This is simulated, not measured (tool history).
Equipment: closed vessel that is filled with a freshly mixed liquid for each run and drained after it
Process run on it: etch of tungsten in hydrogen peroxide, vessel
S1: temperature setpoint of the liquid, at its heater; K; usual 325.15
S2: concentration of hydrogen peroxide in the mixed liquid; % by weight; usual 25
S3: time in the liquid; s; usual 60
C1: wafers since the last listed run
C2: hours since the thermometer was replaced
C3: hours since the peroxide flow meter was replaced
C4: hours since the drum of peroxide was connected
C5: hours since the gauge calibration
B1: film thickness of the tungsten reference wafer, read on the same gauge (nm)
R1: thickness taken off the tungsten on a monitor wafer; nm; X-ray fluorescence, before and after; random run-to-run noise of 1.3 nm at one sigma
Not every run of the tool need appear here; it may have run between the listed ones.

run    hour      S1    S2  S3     C1     C2     C3     C4     C5      B1      R1
  1       0  325.15  22.5  40      0  404.3  427.4  512.7  518.1     140  125.55
  2    29.6  325.15  22.5  40   3467  433.9    457  542.3  547.7  140.01  127.66
  3    75.3  325.15    25  60   5354  479.6  502.7    588  593.4  140.01  199.06
  4   130.4  325.15    25  60   6455  534.7  557.8  643.1  648.5  139.99  195.77
      188.6  -- gauge calibrated
  5   191.8  325.15    25  60   7193  596.1  619.2  704.5    3.2  139.99  194.99
  6   250.4  325.15    25  60   6865  654.7  677.8  763.1   61.8     140  198.45
  7   312.4  325.15    25  60   7263  716.7  739.8  825.1  123.8     140  194.91
  8   341.5  325.15    25  55   3409  745.8  768.9  854.2  152.9  140.01  180.14
      373.3  -- new drum of peroxide connected
  9   399.4  325.15    25  55   6666  803.7  826.8   26.1  210.8  140.02  185.14
 10   430.6  325.15    25  55   3655  834.9    858   57.3    242  140.01  187.94
 11   480.3  325.15  22.5  60   5822  884.6  907.7    107  291.7     140   191.3
      545.4  -- peroxide flow meter replaced
 12     551  325.15    19  60   8166  955.3    5.6  177.7  362.4     140  179.71
      576.5  -- thermometer replaced
 13     582  325.15    25  75   3514    5.5   36.6  208.7  393.4  140.02  255.96
 14   645.7  325.15  29.5  85   7463   69.2  100.3  272.4  457.1  140.01  313.78
 15     673  327.65    25  75   3198   96.5  127.6  299.7  484.4  139.99  299.38
 16   805.4  325.15  27.5  35  15511  228.9    260  432.1  616.8  139.99  123.11
 17   839.6  318.65    25  40   4006  263.1  294.2  466.3    651  140.02   89.34
      849.3  -- gauge calibrated
 18   880.6  333.15  18.5  40   4803  304.1  335.2  507.3   31.3  140.02  184.68
 19   926.4  325.15    25  60   5365  349.9    381  553.1   77.1  139.97   199.9
 20   988.3  325.15    25  60   7252  411.8  442.9    615    139     140  199.58
 21    1042  322.15  19.5  30   6291  465.5  496.6  668.7  192.7  140.01   73.74
 22  1066.1  333.15  18.5  40   2823  489.6  520.7  692.8  216.8  139.97  182.29
 23  1091.3  325.15    25  60   2952  514.8  545.9    718    242     140  198.02

What would each run have given without the hidden state, its run-to-run variation left as it was?
Hidden conditions of the tool in this case: liquid hotter than its thermometer reads (K); peroxide flow below the setpoint (%); peroxide weaker than its label (%); gauge reads high (%).
run      R1
  1  130.59
  2   133.1
  3  208.29
  4  205.74
  5  205.93
  6  210.57
  7  207.85
  8  192.56
  9  191.07
 10  194.43
 11  198.68
 12  181.92
 13  259.73
 14  319.96
 15  305.92
 16   127.1
 17   92.48
 18  191.79
 19  208.34
 20  209.03
 21   77.57
 22   192.1
 23  209.11
